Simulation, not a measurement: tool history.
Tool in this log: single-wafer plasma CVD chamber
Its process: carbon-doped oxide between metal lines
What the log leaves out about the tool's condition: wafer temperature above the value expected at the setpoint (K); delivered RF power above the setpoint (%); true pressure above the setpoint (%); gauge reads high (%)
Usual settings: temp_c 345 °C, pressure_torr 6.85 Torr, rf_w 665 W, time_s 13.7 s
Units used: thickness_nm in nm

run	hour	temp_c	pressure_torr	rf_w	time_s	wafers since the last listed run	hours since the last thermocouple change	hours since the last RF generator calibration	hours since the last manometer calibration	hours since the showerhead was replaced	hours since the gauge calibration	read-back reference wafer on the same gauge, thickness_nm	thickness_nm
1	0.0	345	6.85	745	13.7	0	2256.0	2028.1	1676.3	3693.7	154.2	81.307	83.984
2	29.2	345	6.85	745	13.7	952	2285.2	2057.3	1705.5	3722.9	183.4	81.287	84.096
3	49.4	345	6.85	665	13.7	659	2305.4	2077.5	1725.7	3743.1	203.6	81.274	78.039
4	75.1	345	6.85	665	13.7	838	2331.1	2103.2	1751.4	3768.8	229.3	81.268	78.244
5	107.6	345	6.85	665	15.3	1060	2363.6	2135.7	1783.9	3801.3	261.8	81.303	87.062
# hour 109.4: gauge calibrated
# hour 148.9: RF generator calibrated
# hour 154.0: thermocouple changed; heater temperature recalibrated
6	154.5	345	6.85	665	15.3	1100	0.5	5.6	1830.8	3848.2	45.1	81.320	92.302
7	170.3	345	6.85	665	15.3	515	16.3	21.4	1846.6	3864.0	60.9	81.260	92.308
8	195.6	345	6.85	625	13.7	825	41.6	46.7	1871.9	3889.3	86.2	81.306	79.399
# hour 211.2: showerhead replaced
9	226.9	345	6.85	665	13.7	760	72.9	78.0	1903.2	15.7	117.5	81.303	82.566
10	271.0	350	6.85	665	11.7	1439	117.0	122.1	1947.3	59.8	161.6	81.268	69.232
# hour 280.0: capacitance manometer re-zeroed and calibrated
11	287.0	345	6.85	665	13.7	261	133.0	138.1	7.0	75.8	177.6	81.321	82.431
12	307.3	353	7.99	620	16.4	662	153.3	158.4	27.3	96.1	197.9	81.336	91.902
# hour 323.8: gauge calibrated
13	338.6	345	6.85	665	13.7	1021	184.6	189.7	58.6	127.4	14.8	81.329	82.330
14	359.7	345	5.67	665	13.7	688	205.7	210.8	79.7	148.5	35.9	81.297	81.081

How would selected steps in thickness_nm from run to run divide? Give the signed amount a tool lacking its hidden state would still show from settings, what came in and random variation, and the signed amount left for the hidden state, including any gauge scatter that is not in both of the compared results.
Run 5 -> 6: gauge calibrated, RF generator calibrated, thermocouple changed; heater temperature recalibrated. thickness_nm +5.240 nm: hidden state +5.312, all else -0.072.
Run 9 -> 10: temp_c 345 -> 350, time_s 13.7 -> 11.7. thickness_nm -13.334 nm: hidden state -0.105, all else -13.229.

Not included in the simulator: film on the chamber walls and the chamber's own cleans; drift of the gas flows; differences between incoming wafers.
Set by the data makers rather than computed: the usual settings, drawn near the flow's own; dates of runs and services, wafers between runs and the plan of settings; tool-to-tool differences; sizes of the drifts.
